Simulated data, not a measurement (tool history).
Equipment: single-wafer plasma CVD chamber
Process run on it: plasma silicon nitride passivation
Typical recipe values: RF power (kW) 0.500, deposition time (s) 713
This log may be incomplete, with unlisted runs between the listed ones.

run    hour  RF power (kW)  deposition time (s)  wafers since the last listed run  hours since the last RF generator calibration  hours since the showerhead was replaced  hours since the gauge calibration  read-back reference wafer on the same gauge, thickness_nm  mean film thickness on the monitor wafer (Å)
  1     0.0          0.500                  713                                 0                                          968.7                                   5092.4                              501.8                                                   1229.905                                      10075.79
  2    37.0          0.500                  713                               106                                         1005.7                                   5129.4                              538.8                                                   1230.278                                      10130.52
  3    97.5          0.500                  713                               174                                         1066.2                                   5189.9                              599.3                                                   1229.971                                      10001.20
  4   142.6          0.500                  713                               129                                         1111.3                                   5235.0                              644.4                                                   1230.044                                      10107.73
  5   211.3          0.500                  713                               197                                         1180.0                                   5303.7                              713.1                                                   1231.504                                       9956.92
  6   259.3          0.500                  713                               138                                         1228.0                                   5351.7                              761.1                                                   1230.239                                      10122.86
  7   328.0          0.560                  713                               197                                         1296.7                                   5420.4                              829.8                                                   1228.410                                      10521.86
  8   362.0          0.560                  713                                97                                         1330.7                                   5454.4                              863.8                                                   1230.119                                      10507.11
  9   426.6          0.560                  713                               186                                         1395.3                                   5519.0                              928.4                                                   1229.317                                      10461.58
 10   472.1          0.500                  713                               131                                         1440.8                                   5564.5                              973.9                                                   1231.366                                       9971.32
 11   542.8          0.500                  713                               203                                         1511.5                                   5635.2                             1044.6                                                   1229.747                                      10011.19
 12   591.3          0.500                  713                               139                                         1560.0                                   5683.7                             1093.1                                                   1228.724                                      10012.39
 13   625.9          0.500                  713                                99                                         1594.6                                   5718.3                             1127.7                                                   1232.261                                      10006.12
 14   656.6          0.500                  713                                88                                         1625.3                                   5749.0                             1158.4                                                   1229.825                                       9988.85
      798.9  -- gauge calibrated
 15   861.9          0.500                  713                               591                                         1830.6                                   5954.3                               63.0                                                   1228.746                                       9968.15
 16   897.3          0.500                  713                               102                                         1866.0                                   5989.7                               98.4                                                   1230.102                                      10045.02
      948.7  -- showerhead replaced
 17   959.2          0.500                  713                               155                                         1927.9                                     10.5                              160.3                                                   1229.575                                      10000.28
 18   984.6          0.465                  713                                73                                         1953.3                                     35.9                              185.7                                                   1229.635                                       9707.21
     1034.6  -- RF generator calibrated
 19  1035.1          0.500                  713                               122                                            0.5                                     86.4                              236.2                                                   1228.279                                      10226.79
 20  1062.1          0.500                  601                                77                                           27.5                                    113.4                              263.2                                                   1229.797                                       8669.12
 21  1124.4          0.580                  713                               179                                           89.8                                    175.7                              325.5                                                   1231.716                                      10830.62
 22  1165.9          0.590                  573                               119                                          131.3                                    217.2                              367.0                                                   1229.933                                       8792.71
 23  1217.1          0.470                  577                               147                                          182.5                                    268.4                              418.2                                                   1231.509                                       8131.17
 24  1272.6          0.410                  807                               159                                          238.0                                    323.9                              473.7                                                   1229.482                                      10565.81
 25  1302.0          0.500                  713                                84                                          267.4                                    353.3                              503.1                                                   1229.774                                      10220.67
 26  1326.6          0.565                  787                                70                                          292.0                                    377.9                              527.7                                                   1229.683                                      11782.83
 27  1393.3          0.565                  800                               192                                          358.7                                    444.6                              594.4                                                   1229.978                                      11907.86
 28  1462.7          0.460                  806                               199                                          428.1                                    514.0                              663.8                                                   1229.028                                      11081.23
 29  1527.3          0.460                  713                               186                                          492.7                                    578.6                              728.4                                                   1229.494                                       9795.54
 30  1597.4          0.435                  773                               201                                          562.8                                    648.7                              798.5                                                   1229.589                                      10315.61
 31  1651.9          0.500                  713                               157                                          617.3                                    703.2                              853.0                                                   1229.172                                      10077.49
 32  1697.9          0.440                  793                               132                                          663.3                                    749.2                              899.0                                                   1231.243                                      10619.14
 33  1769.1          0.500                  713                               205                                          734.5                                    820.4                              970.2                                                   1229.772                                      10015.24
 34  1831.6          0.580                  647                               180                                          797.0                                    882.9                             1032.7                                                   1230.741                                       9743.04
 35  1882.9          0.500                  661                               147                                          848.3                                    934.2                             1084.0                                                   1230.404                                       9364.49
 36  1950.0          0.525                  783                               193                                          915.4                                   1001.3                             1151.1                                                   1229.954                                      11182.98
     1984.0  -- gauge calibrated
 37  2010.6          0.500                  713                               174                                          976.0                                   1061.9                               26.6                                                   1230.012                                      10011.02
 38  2066.4          0.470                  784                               160                                         1031.8                                   1117.7                               82.4                                                   1229.057                                      10720.91
 39  2090.9          0.550                  653                                70                                         1056.3                                   1142.2                              106.9                                                   1230.148                                       9525.88
 40  2123.8          0.560                  675                                94                                         1089.2                                   1175.1                              139.8                                                   1229.228                                       9979.36

Describe how what the log doesn't record of the tool's condition differs between the last listed run preceding each entry between runs and the first listed run following it.
Between runs 14 and 15: gauge calibrated (hour 798.9)
  delivered RF power above the setpoint (%): -7.87 -> -8.05
  what was measured, less what the result would be without the hidden state, mean film thickness on the monitor wafer (Å): -342.09 -> -349.85
Between runs 16 and 17: showerhead replaced (hour 948.7)
  delivered RF power above the setpoint (%): -8.07 -> -8.12
  what was measured, less what the result would be without the hidden state, mean film thickness on the monitor wafer (Å): -353.76 -> -354.14
Between runs 18 and 19: RF generator calibrated (hour 1034.6)
  delivered RF power above the setpoint (%): -8.13 -> -0.968
  what was measured, less what the result would be without the hidden state, mean film thickness on the monitor wafer (Å): -344.49 -> -40.41
Between runs 36 and 37: gauge calibrated (hour 1984.0)
  delivered RF power above the setpoint (%): -7.38 -> -7.56
  what was measured, less what the result would be without the hidden state, mean film thickness on the monitor wafer (Å): -357.52 -> -328.50
